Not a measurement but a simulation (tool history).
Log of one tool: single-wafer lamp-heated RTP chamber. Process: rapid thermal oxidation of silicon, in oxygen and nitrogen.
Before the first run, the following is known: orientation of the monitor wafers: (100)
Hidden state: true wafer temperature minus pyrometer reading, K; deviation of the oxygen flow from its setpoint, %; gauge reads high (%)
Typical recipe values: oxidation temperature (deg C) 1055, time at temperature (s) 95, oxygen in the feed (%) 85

run     day  oxidation temperature (deg C)  time at temperature (s)  oxygen in the feed (%)  wafers since the last listed run  wafers since the last pyrometer calibration  hours since the oxygen flow controller was replaced  hours since the gauge calibration  read-back reference wafer on the same gauge, thickness  oxide thickness on the monitor wafer (angstrom)
  1       0                           1039                       95                      85                                 0                                         2913                                               3978.9                              143.5                                                   8.702                                            97.65
  2   1.225                           1039                       95                      85                               296                                         3209                                               4008.3                              172.9                                                   8.708                                             97.2
  3   1.875                           1039                       95                      85                               157                                         3366                                               4023.9                              188.5                                                   8.697                                            97.86
  4   3.362                           1055                       74                      85                               359                                         3726                                               4059.6                              224.2                                                    8.69                                            98.02
  5   4.088                           1055                       74                      85                               175                                         3901                                                 4077                              241.6                                                   8.709                                            98.05
  6   5.367                           1055                       74                      85                               309                                         4211                                               4107.7                              272.3                                                   8.704                                            97.52
  7   6.729                           1055                      106                      85                               329                                         4540                                               4140.4                                305                                                     8.7                                           115.93
  8   7.279                           1055                       95                      85                               133                                         4673                                               4153.6                              318.2                                                     8.7                                           109.01
  9   8.425                           1055                      107                      85                               277                                         4950                                               4181.1                              345.7                                                   8.691                                            115.9
      8.738  -- gauge calibrated
      8.912  -- oxygen flow controller replaced
 10   9.758                           1029                       51                      98                               241                                         5192                                                 20.3                               24.5                                                   8.692                                            72.69
      11.05  -- pyrometer window cleaned and pyrometer calibrated
 11  11.133                           1079                       75                      98                               251                                           20                                                 53.3                               57.5                                                   8.701                                            115.4

The next listed run, before its measurement:
 12  12.029                           1055                       62                      75                               216                                          236                                                 74.8                                 79                                                       ?                                                ?

Run 12 produced read-back reference wafer on the same gauge, thickness 8.706, oxide thickness on the monitor wafer (angstrom) 82.74.
Minus the tool's unlogged condition, the same run would have read oxide thickness on the monitor wafer (angstrom) 82.1.
